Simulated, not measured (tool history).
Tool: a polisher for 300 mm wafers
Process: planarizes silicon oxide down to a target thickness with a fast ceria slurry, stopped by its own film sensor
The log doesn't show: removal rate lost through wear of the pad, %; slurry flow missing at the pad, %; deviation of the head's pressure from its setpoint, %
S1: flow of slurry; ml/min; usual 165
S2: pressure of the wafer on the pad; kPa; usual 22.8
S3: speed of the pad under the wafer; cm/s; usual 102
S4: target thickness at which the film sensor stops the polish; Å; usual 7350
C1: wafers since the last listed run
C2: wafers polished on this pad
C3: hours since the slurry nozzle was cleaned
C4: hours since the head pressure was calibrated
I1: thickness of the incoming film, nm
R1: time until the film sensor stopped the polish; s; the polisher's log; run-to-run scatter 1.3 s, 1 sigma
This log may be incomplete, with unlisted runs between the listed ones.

| run | hour | S1 | S2 | S3 | S4 | C1 | C2 | C3 | C4 | I1 | R1 |
|---|---|---|---|---|---|---|---|---|---|---|---|
| 1 | 0 | 165 | 22.8 | 102 | 7350 | 0 | 497 | 672.1 | 40 | 1825 | 68.9 |
| 2 | 40.7 | 165 | 22.8 | 102 | 7350 | 234 | 732 | 712.8 | 80.7 | 1842.2 | 70.3 |
| 3 | 87.5 | 165 | 22.8 | 102 | 7350 | 270 | 1002 | 759.6 | 127.5 | 1855.1 | 70.2 |
| 4 | 149.6 | 165 | 22.8 | 102 | 7350 | 358 | 1360 | 821.7 | 189.6 | 1838.9 | 71.6 |
|  | 184.8 | slurry nozzle cleaned |
| 5 | 212.9 | 165 | 22.8 | 102 | 7350 | 359 | 1720 | 28.1 | 252.9 | 1796.1 | 70.6 |
|  | 264.2 | worn pad replaced by a new one |
| 6 | 279.1 | 165 | 22.8 | 102 | 7350 | 359 | 85 | 94.3 | 319.1 | 1822.6 | 63.9 |
| 7 | 326.4 | 165 | 22.8 | 102 | 7350 | 273 | 359 | 141.6 | 366.4 | 1824.3 | 68.5 |
| 8 | 353.6 | 180 | 22.8 | 102 | 4420 | 157 | 516 | 168.8 | 393.6 | 1835.3 | 85.6 |
| 9 | 421.1 | 180 | 22.8 | 102 | 4420 | 389 | 905 | 236.3 | 461.1 | 1825.2 | 86.6 |
| 10 | 492.1 | 165 | 22.8 | 102 | 7350 | 409 | 1315 | 307.3 | 532.1 | 1820.9 | 72.8 |
| 11 | 523.8 | 165 | 22.8 | 102 | 7350 | 183 | 1498 | 339 | 563.8 | 1841.6 | 73.8 |
|  | 553 | head pressure recalibrated |
| 12 | 566.3 | 165 | 22.8 | 102 | 7350 | 233 | 1732 | 381.5 | 13.3 | 1830.3 | 74.7 |
| 13 | 625.2 | 165 | 22.8 | 102 | 7350 | 340 | 2072 | 440.4 | 72.2 | 1810.8 | 73.8 |
| 14 | 653.2 | 165 | 22.8 | 102 | 7350 | 161 | 2234 | 468.4 | 100.2 | 1857.3 | 75.5 |
|  | 672.8 | worn pad replaced by a new one |
| 15 | 719.8 | 130 | 22.8 | 102 | 7350 | 361 | 271 | 535 | 166.8 | 1863.2 | 72.1 |
| 16 | 787.9 | 130 | 22.8 | 102 | 7350 | 393 | 664 | 603.1 | 234.9 | 1846.9 | 72.1 |
| 17 | 827.6 | 165 | 22.8 | 102 | 7350 | 229 | 893 | 642.8 | 274.6 | 1811.8 | 65.6 |
| 18 | 882.6 | 165 | 25.5 | 102 | 5380 | 317 | 1210 | 697.8 | 329.6 | 1853 | 76.2 |
| 19 | 910.3 | 165 | 29 | 136 | 4170 | 159 | 1370 | 725.5 | 357.3 | 1845.3 | 55.6 |
| 20 | 965.7 | 125 | 14.5 | 86 | 10460 | 319 | 1690 | 780.9 | 412.7 | 1811.2 | 89.6 |
|  | 996.4 | worn pad replaced by a new one |
| 21 | 1019.4 | 165 | 14.5 | 120 | 7350 | 286 | 132 | 834.6 | 466.4 | 1828 | 77.4 |
|  | 1029.5 | slurry nozzle cleaned |
| 22 | 1061.8 | 165 | 27.6 | 90 | 7350 | 239 | 371 | 32.3 | 508.8 | 1822.9 | 64 |
| 23 | 1103.8 | 165 | 22.8 | 120 | 7350 | 242 | 614 | 74.3 | 550.8 | 1850.6 | 57.8 |
|  | 1124.7 | head pressure recalibrated |
| 24 | 1136.7 | 165 | 25.5 | 126 | 8790 | 178 | 792 | 107.2 | 12 | 1813.9 | 43.3 |
| 25 | 1190.3 | 165 | 22.8 | 102 | 7350 | 309 | 1102 | 160.8 | 65.6 | 1821.1 | 69.3 |
| 26 | 1243 | 105 | 27.6 | 80 | 7350 | 304 | 1406 | 213.5 | 118.3 | 1805.8 | 82.6 |
| 27 | 1280 | 130 | 26.2 | 118 | 5670 | 213 | 1620 | 250.5 | 155.3 | 1807.5 | 65.5 |
| 28 | 1313.3 | 200 | 25.5 | 102 | 7350 | 192 | 1812 | 283.8 | 188.6 | 1807.9 | 63.3 |
|  | 1344.6 | worn pad replaced by a new one |
| 29 | 1379.9 | 165 | 15.2 | 124 | 7350 | 361 | 203 | 350.4 | 255.2 | 1814.1 | 72.2 |
| 30 | 1419.2 | 165 | 22.8 | 102 | 10080 | 226 | 430 | 389.7 | 294.5 | 1840.9 | 52.6 |
| 31 | 1445 | 165 | 22.8 | 102 | 7350 | 148 | 579 | 415.5 | 320.3 | 1844.6 | 65.6 |
| 32 | 1514.8 | 165 | 20 | 70 | 9600 | 402 | 982 | 485.3 | 390.1 | 1856.2 | 90.5 |
| 33 | 1568.9 | 165 | 22.8 | 136 | 9560 | 312 | 1295 | 539.4 | 444.2 | 1867.2 | 42.7 |
| 34 | 1620.9 | 180 | 22.8 | 102 | 4420 | 300 | 1595 | 591.4 | 496.2 | 1820.2 | 91.1 |
|  | 1686.2 | head pressure recalibrated |
| 35 | 1689.1 | 165 | 22.8 | 102 | 7350 | 382 | 1977 | 659.6 | 2.9 | 1847.4 | 75.8 |
|  | 1717.4 | worn pad replaced by a new one |
|  | 1727.2 | slurry nozzle cleaned |
| 36 | 1751.2 | 165 | 14.5 | 130 | 4800 | 329 | 189 | 24 | 65 | 1845.9 | 93.5 |

Take each entry between the runs: how does the hidden state at the last listed run before it differ from the hidden state at the first listed run after it?
Between runs 4 and 5: slurry nozzle cleaned (hour 184.8)
  removal rate lost through wear of the pad, %: 8.7 -> 10.7
  difference, measured minus the result without the unlogged condition, R1: +6.2 -> +7.6 s
Between runs 5 and 6: worn pad replaced by a new one (hour 264.2)
  removal rate lost through wear of the pad, %: 10.7 -> 3.17
  difference, measured minus the result without the unlogged condition, R1: +7.6 -> +2.1 s
Between runs 11 and 12: head pressure recalibrated (hour 553)
  removal rate lost through wear of the pad, %: 11 -> 12.3
  difference, measured minus the result without the unlogged condition, R1: +8.1 -> +9.2 s
Between runs 14 and 15: worn pad replaced by a new one (hour 672.8)
  removal rate lost through wear of the pad, %: 15.1 -> 2.4
  difference, measured minus the result without the unlogged condition, R1: +11.4 -> +1.7 s
Between runs 20 and 21: worn pad replaced by a new one (hour 996.4)
  removal rate lost through wear of the pad, %: 10.2 -> 2.13
  difference, measured minus the result without the unlogged condition, R1: +9.1 -> +1.6 s
Between runs 21 and 22: slurry nozzle cleaned (hour 1029.5)
  removal rate lost through wear of the pad, %: 2.13 -> 3.48
  difference, measured minus the result without the unlogged condition, R1: +1.6 -> +2.2 s
Between runs 23 and 24: head pressure recalibrated (hour 1124.7)
  removal rate lost through wear of the pad, %: 4.82 -> 5.87
  difference, measured minus the result without the unlogged condition, R1: +2.7 -> +2.5 s
Between runs 28 and 29: worn pad replaced by a new one (hour 1344.6)
  removal rate lost through wear of the pad, %: 11.5 -> 1.76
  difference, measured minus the result without the unlogged condition, R1: +7.3 -> +1.3 s
Between runs 34 and 35: head pressure recalibrated (hour 1686.2)
  removal rate lost through wear of the pad, %: 9.44 -> 11.6
  difference, measured minus the result without the unlogged condition, R1: +8.6 -> +8.8 s
Between runs 35 and 36: worn pad replaced by a new one (hour 1717.4); slurry nozzle cleaned (hour 1727.2)
  removal rate lost through wear of the pad, %: 11.6 -> 1.28
  difference, measured minus the result without the unlogged condition, R1: +8.8 -> +1.2 s

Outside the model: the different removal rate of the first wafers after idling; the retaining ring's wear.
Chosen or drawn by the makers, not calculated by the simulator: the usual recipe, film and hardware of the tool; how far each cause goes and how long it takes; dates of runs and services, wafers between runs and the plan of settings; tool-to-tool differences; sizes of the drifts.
